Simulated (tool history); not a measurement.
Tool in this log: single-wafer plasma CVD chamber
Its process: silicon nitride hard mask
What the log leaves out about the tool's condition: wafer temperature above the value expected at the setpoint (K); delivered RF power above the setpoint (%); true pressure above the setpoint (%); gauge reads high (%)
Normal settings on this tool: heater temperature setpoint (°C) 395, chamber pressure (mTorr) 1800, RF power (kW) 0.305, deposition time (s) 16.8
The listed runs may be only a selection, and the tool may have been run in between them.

run	hour	heater temperature setpoint (°C)	chamber pressure (mTorr)	RF power (kW)	deposition time (s)	wafers since the last listed run	hours since the last thermocouple change	hours since the last RF generator calibration	hours since the last manometer calibration	hours since the showerhead was replaced	hours since the gauge calibration	read-back reference wafer on the same gauge, thickness_nm	mean film thickness on the monitor wafer (nm)
1	0	395	1800	0.305	16.8	0	2061.5	2132.2	2326.2	6134.2	113.1	22.2	18.919
2	30.3	395	1800	0.305	16.8	639	2091.8	2162.5	2356.5	6164.5	143.4	22.214	18.797
3	43.2	395	1800	0.305	16.8	272	2104.7	2175.4	2369.4	6177.4	156.3	22.192	18.694
4	61.1	400	1800	0.305	16.8	377	2122.6	2193.3	2387.3	6195.3	174.2	22.179	18.808
5	92.4	400	1800	0.305	16.8	660	2153.9	2224.6	2418.6	6226.6	205.5	22.206	18.803
6	117.1	400	1800	0.305	16.8	521	2178.6	2249.3	2443.3	6251.3	230.2	22.197	18.831
# hour 151.6: RF generator calibrated
7	152.1	395	1800	0.305	16.8	569	2213.6	0.5	2478.3	6286.3	265.2	22.201	18.814
8	174	395	1800	0.305	16.8	462	2235.5	22.4	2500.2	6308.2	287.1	22.243	18.776
9	208	401	1800	0.305	16.8	717	2269.5	56.4	2534.2	6342.2	321.1	22.214	18.806
# hour 220.4: thermocouple changed; heater temperature recalibrated
10	225.9	395	1350	0.305	17.7	208	5.5	74.3	2552.1	6360.1	339	22.193	18.151
11	246.9	401	1800	0.305	16.8	443	26.5	95.3	2573.1	6381.1	360	22.194	18.666
12	277.5	395	1800	0.305	16.8	645	57.1	125.9	2603.7	6411.7	390.6	22.224	18.763
13	294.5	395	2140	0.305	15.3	358	74.1	142.9	2620.7	6428.7	407.6	22.178	18.003
# hour 320.8: gauge calibrated
# hour 325.4: showerhead replaced
14	327	395	1800	0.28	14.5	517	106.6	175.4	2653.2	1.6	6.2	22.163	15.266
# hour 357.6: capacitance manometer re-zeroed and calibrated
15	358.3	402	1640	0.305	14.7	491	137.9	206.7	0.7	32.9	37.5	22.21	16.09
16	385.2	395	1800	0.305	16.8	567	164.8	233.6	27.6	59.8	64.4	22.193	18.831
17	410.4	395	1800	0.305	18.6	531	190	258.8	52.8	85	89.6	22.191	20.817

Estimate the outcome of run 18 from the log above:
18	444.7	395	1430	0.335	17.9	723	224.3	293.1	87.1	119.3	123.9	?	?

Run 18 produced read-back reference wafer on the same gauge, thickness_nm 22.223, mean film thickness on the monitor wafer (nm) 20.102.
The same run, on a tool lacking any hidden state, would have yielded mean film thickness on the monitor wafer (nm) 20.102.
